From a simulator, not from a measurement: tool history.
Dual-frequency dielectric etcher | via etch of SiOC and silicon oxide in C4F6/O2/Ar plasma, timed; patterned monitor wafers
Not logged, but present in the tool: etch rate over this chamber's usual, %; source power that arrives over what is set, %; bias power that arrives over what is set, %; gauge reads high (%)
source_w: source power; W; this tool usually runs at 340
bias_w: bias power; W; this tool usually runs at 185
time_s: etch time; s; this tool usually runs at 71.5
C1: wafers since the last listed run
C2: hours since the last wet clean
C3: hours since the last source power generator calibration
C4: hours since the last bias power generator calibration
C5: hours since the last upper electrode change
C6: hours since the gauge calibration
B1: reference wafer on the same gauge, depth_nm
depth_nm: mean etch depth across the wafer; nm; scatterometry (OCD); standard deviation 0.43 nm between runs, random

Run 1, hour 0.0: usual settings; C1 0; C2 14.3; C3 3762.7; C4 2002.3; C5 2245.5; C6 296.9; B1 69.4. Result: depth_nm 80.4 nm.
Run 2, hour 51.7: usual settings but bias_w 164 W; C1 618; C2 66.0; C3 3814.4; C4 2054.0; C5 2297.2; C6 348.6; B1 69.3. Result: depth_nm 77.5 nm.
Run 3, hour 95.3: usual settings but bias_w 164 W; C1 521; C2 109.6; C3 3858.0; C4 2097.6; C5 2340.8; C6 392.2; B1 69.4. Result: depth_nm 77.0 nm.
Run 4, hour 124.5: usual settings but bias_w 164 W; C1 349; C2 138.8; C3 3887.2; C4 2126.8; C5 2370.0; C6 421.4; B1 69.4. Result: depth_nm 77.5 nm.
Run 5, hour 170.4: usual settings but bias_w 214 W; C1 548; C2 184.7; C3 3933.1; C4 2172.7; C5 2415.9; C6 467.3; B1 69.4. Result: depth_nm 86.3 nm.
Run 6, hour 263.4: usual settings but bias_w 214 W; C1 1112; C2 277.7; C3 4026.1; C4 2265.7; C5 2508.9; C6 560.3; B1 69.4. Result: depth_nm 86.6 nm.
Run 7, hour 312.9: usual settings; C1 591; C2 327.2; C3 4075.6; C4 2315.2; C5 2558.4; C6 609.8; B1 69.4. Result: depth_nm 82.2 nm.
Run 8, hour 357.4: usual settings but bias_w 169 W; C1 532; C2 371.7; C3 4120.1; C4 2359.7; C5 2602.9; C6 654.3; B1 69.4. Result: depth_nm 80.6 nm.
Run 9, hour 401.8: usual settings but bias_w 169 W; C1 530; C2 416.1; C3 4164.5; C4 2404.1; C5 2647.3; C6 698.7; B1 69.4. Result: depth_nm 80.4 nm.
Run 10, hour 434.4: usual settings; C1 389; C2 448.7; C3 4197.1; C4 2436.7; C5 2679.9; C6 731.3; B1 69.3. Result: depth_nm 84.2 nm.
Run 11, hour 490.7: usual settings; C1 673; C2 505.0; C3 4253.4; C4 2493.0; C5 2736.2; C6 787.6; B1 69.4. Result: depth_nm 84.0 nm.
Run 12, hour 527.1: usual settings; C1 435; C2 541.4; C3 4289.8; C4 2529.4; C5 2772.6; C6 824.0; B1 69.4. Result: depth_nm 84.1 nm.
At hour 561.3: wet clean of the chamber.
Run 13, hour 596.7: usual settings but bias_w 167 W; C1 545; C2 35.4; C3 4359.4; C4 2599.0; C5 2842.2; C6 893.6; B1 69.4. Result: depth_nm 77.7 nm.
At hour 623.7: source power generator calibrated.
Run 14, hour 646.9: usual settings; C1 552; C2 85.6; C3 23.2; C4 2649.2; C5 2892.4; C6 943.8; B1 69.4. Result: depth_nm 80.9 nm.
Run 15, hour 695.5: usual settings; C1 581; C2 134.2; C3 71.8; C4 2697.8; C5 2941.0; C6 992.4; B1 69.5. Result: depth_nm 81.4 nm.
At hour 748.0: gauge calibrated.
Run 16, hour 755.7: usual settings but time_s 82.0 s; C1 719; C2 194.4; C3 132.0; C4 2758.0; C5 3001.2; C6 7.7; B1 69.4. Result: depth_nm 94.2 nm.
Run 17, hour 805.0: usual settings; C1 589; C2 243.7; C3 181.3; C4 2807.3; C5 3050.5; C6 57.0; B1 69.4. Result: depth_nm 82.7 nm.
Run 18, hour 843.2: usual settings but source_w 260 W, bias_w 215 W, time_s 53.5 s; C1 456; C2 281.9; C3 219.5; C4 2845.5; C5 3088.7; C6 95.2; B1 69.4. Result: depth_nm 57.1 nm.
At hour 885.3: upper electrode replaced.
Run 19, hour 903.6: usual settings but source_w 400 W, bias_w 198 W, time_s 90.5 s; C1 435; C2 342.3; C3 279.9; C4 2905.9; C5 18.3; C6 155.6; B1 69.4. Result: depth_nm 117.2 nm.
Run 20, hour 958.4: usual settings but source_w 380 W, bias_w 219 W; C1 655; C2 397.1; C3 334.7; C4 2960.7; C5 73.1; C6 210.4; B1 69.4. Result: depth_nm 94.0 nm.
At hour 1012.8: wet clean of the chamber.
Run 21, hour 1023.9: usual settings; C1 496; C2 11.1; C3 400.2; C4 3026.2; C5 138.6; C6 275.9; B1 69.4. Result: depth_nm 80.2 nm.

Run 22 has not been measured yet. What should we expect?
Run 22, hour 1051.3: usual settings but source_w 280 W, time_s 78.5 s; C1 327; C2 38.5; C3 427.6; C4 3053.6; C5 166.0; C6 303.3; B1 ?. Result: depth_nm ?.

{"run 22": {"B1": 69.4, "depth_nm": 79.5}}
If the tool had no hidden condition, the same run with the same run-to-run variation would have returned depth_nm 79.4 nm.

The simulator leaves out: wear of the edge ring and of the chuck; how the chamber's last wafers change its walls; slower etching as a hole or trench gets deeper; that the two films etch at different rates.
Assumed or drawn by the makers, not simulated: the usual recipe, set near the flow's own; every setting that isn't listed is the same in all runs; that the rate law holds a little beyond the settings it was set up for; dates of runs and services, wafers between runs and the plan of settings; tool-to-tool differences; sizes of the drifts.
